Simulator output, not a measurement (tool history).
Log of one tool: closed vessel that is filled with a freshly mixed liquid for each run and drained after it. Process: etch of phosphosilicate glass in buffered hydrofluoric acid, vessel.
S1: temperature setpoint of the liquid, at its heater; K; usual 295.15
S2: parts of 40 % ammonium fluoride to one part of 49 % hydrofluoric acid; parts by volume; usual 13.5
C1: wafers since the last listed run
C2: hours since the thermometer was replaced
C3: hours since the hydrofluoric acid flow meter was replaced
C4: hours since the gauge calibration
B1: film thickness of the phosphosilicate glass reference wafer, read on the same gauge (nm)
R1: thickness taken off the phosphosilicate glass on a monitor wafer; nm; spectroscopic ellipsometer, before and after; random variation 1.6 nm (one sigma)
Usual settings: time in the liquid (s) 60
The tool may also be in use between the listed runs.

Run 1, day 0.000: usual settings but S2 17.5 parts by volume; C1 0; C2 1322.9; C3 375.5; C4 583.2; B1 120.01. Result: R1 122.27 nm.
Run 2, day 5.046: usual settings; C1 7603; C2 1444.0; C3 496.6; C4 704.3; B1 119.98. Result: R1 155.46 nm.
At day 5.292: thermometer replaced.
Run 3, day 7.638: usual settings but time in the liquid (s) 45; C1 3842; C2 56.3; C3 558.8; C4 766.5; B1 120.06. Result: R1 132.05 nm.
Run 4, day 8.688: usual settings but time in the liquid (s) 45; C1 1582; C2 81.5; C3 584.0; C4 791.7; B1 119.99. Result: R1 131.99 nm.
Run 5, day 11.217: usual settings; C1 3810; C2 142.2; C3 644.7; C4 852.4; B1 120.00. Result: R1 176.07 nm.
Run 6, day 13.583: usual settings; C1 3566; C2 199.0; C3 701.5; C4 909.2; B1 120.03. Result: R1 173.84 nm.
Run 7, day 15.933: usual settings but S2 10.0 parts by volume; C1 3540; C2 255.4; C3 757.9; C4 965.6; B1 119.99. Result: R1 227.92 nm.
Run 8, day 17.654: usual settings but S2 16.0 parts by volume; C1 2592; C2 296.7; C3 799.2; C4 1006.9; B1 120.02. Result: R1 145.84 nm.
Run 9, day 19.308: usual settings; C1 2492; C2 336.4; C3 838.9; C4 1046.6; B1 120.00. Result: R1 171.71 nm.
Run 10, day 21.258: usual settings; C1 2938; C2 383.2; C3 885.7; C4 1093.4; B1 119.98. Result: R1 171.77 nm.
Run 11, day 23.854: usual settings; C1 3911; C2 445.5; C3 948.0; C4 1155.7; B1 119.97. Result: R1 169.33 nm.
Run 12, day 26.354: usual settings; C1 3767; C2 505.5; C3 1008.0; C4 1215.7; B1 120.02. Result: R1 167.22 nm.
At day 27.342: hydrofluoric acid flow meter replaced.
Run 13, day 28.658: usual settings but S1 293.15 K, time in the liquid (s) 30; C1 3409; C2 560.8; C3 31.6; C4 1271.0; B1 120.02. Result: R1 74.61 nm.
Run 14, day 30.488: usual settings but S1 299.15 K, S2 10.5 parts by volume; C1 2756; C2 604.7; C3 75.5; C4 1314.9; B1 120.01. Result: R1 265.56 nm.
At day 30.892: gauge calibrated.
Run 15, day 32.200: usual settings; C1 2580; C2 645.8; C3 116.6; C4 31.4; B1 119.99. Result: R1 168.11 nm.
Run 16, day 33.692: usual settings; C1 2247; C2 681.6; C3 152.4; C4 67.2; B1 120.02. Result: R1 164.98 nm.
Run 17, day 36.108: usual settings; C1 3641; C2 739.6; C3 210.4; C4 125.2; B1 119.98. Result: R1 165.87 nm.
Run 18, day 38.942: usual settings but S1 298.65 K, S2 18.0 parts by volume, time in the liquid (s) 70; C1 4269; C2 807.6; C3 278.4; C4 193.2; B1 119.99. Result: R1 176.63 nm.
Run 19, day 41.846: usual settings but S1 292.15 K; C1 4376; C2 877.3; C3 348.1; C4 262.9; B1 120.03. Result: R1 139.11 nm.
Run 20, day 43.458: usual settings but time in the liquid (s) 45; C1 2429; C2 916.0; C3 386.8; C4 301.6; B1 119.98. Result: R1 123.94 nm.
Run 21, day 46.383: usual settings but S1 297.15 K, S2 15.0 parts by volume, time in the liquid (s) 45; C1 4407; C2 986.2; C3 457.0; C4 371.8; B1 119.96. Result: R1 122.26 nm.
Run 22, day 48.892: usual settings but S1 299.15 K, S2 15.5 parts by volume, time in the liquid (s) 50; C1 3779; C2 1046.4; C3 517.2; C4 432.0; B1 120.04. Result: R1 144.90 nm.
Run 23, day 50.996: usual settings but S1 290.65 K, S2 17.0 parts by volume, time in the liquid (s) 85; C1 3170; C2 1096.9; C3 567.7; C4 482.5; B1 120.00. Result: R1 140.05 nm.
Run 24, day 52.504: usual settings but S2 18.0 parts by volume; C1 2272; C2 1133.1; C3 603.9; C4 518.7; B1 119.99. Result: R1 120.64 nm.
Run 25, day 55.325: usual settings but S1 298.65 K; C1 4250; C2 1200.8; C3 671.6; C4 586.4; B1 120.02. Result: R1 195.26 nm.
At day 55.775: thermometer replaced.
Run 26, day 56.625: usual settings; C1 1896; C2 20.4; C3 702.8; C4 617.6; B1 119.99. Result: R1 170.93 nm.
Run 27, day 58.871: usual settings but time in the liquid (s) 75; C1 3384; C2 74.3; C3 756.7; C4 671.5; B1 120.06. Result: R1 217.48 nm.
Run 28, day 59.875: usual settings but S1 298.15 K, S2 16.5 parts by volume, time in the liquid (s) 80; C1 1513; C2 98.4; C3 780.8; C4 695.6; B1 120.00. Result: R1 222.54 nm.
Run 29, day 60.917: usual settings; C1 1569; C2 123.4; C3 805.8; C4 720.6; B1 120.05. Result: R1 167.89 nm.
Run 30, day 62.471: usual settings but S1 296.65 K, S2 18.5 parts by volume, time in the liquid (s) 40; C1 2341; C2 160.7; C3 843.1; C4 757.9; B1 120.03. Result: R1 89.32 nm.
Run 31, day 65.471: usual settings; C1 4520; C2 232.7; C3 915.1; C4 829.9; B1 120.03. Result: R1 171.19 nm.
Run 32, day 67.558: usual settings but S2 9.5 parts by volume; C1 3145; C2 282.8; C3 965.2; C4 880.0; B1 120.00. Result: R1 232.26 nm.

How the hidden state differs across the entries between the runs, from the last listed run before each to the first after it:
Between runs 2 and 3: thermometer replaced (day 5.292)
  liquid colder than its thermometer reads (K): 2.25 -> 0.145
  measured less the result without the state, R1: -20.77 -> -1.10 nm
Between runs 12 and 13: hydrofluoric acid flow meter replaced (day 27.342)
  liquid colder than its thermometer reads (K): 0.83 -> 0.914
  measured less the result without the state, R1: -7.87 -> -3.92 nm
Between runs 14 and 15: gauge calibrated (day 30.892)
  liquid colder than its thermometer reads (K): 0.981 -> 1.04
  measured less the result without the state, R1: -14.43 -> -9.99 nm
Between runs 25 and 26: thermometer replaced (day 55.775)
  liquid colder than its thermometer reads (K): 1.89 -> 0.459
  measured less the result without the state, R1: -21.15 -> -4.41 nm
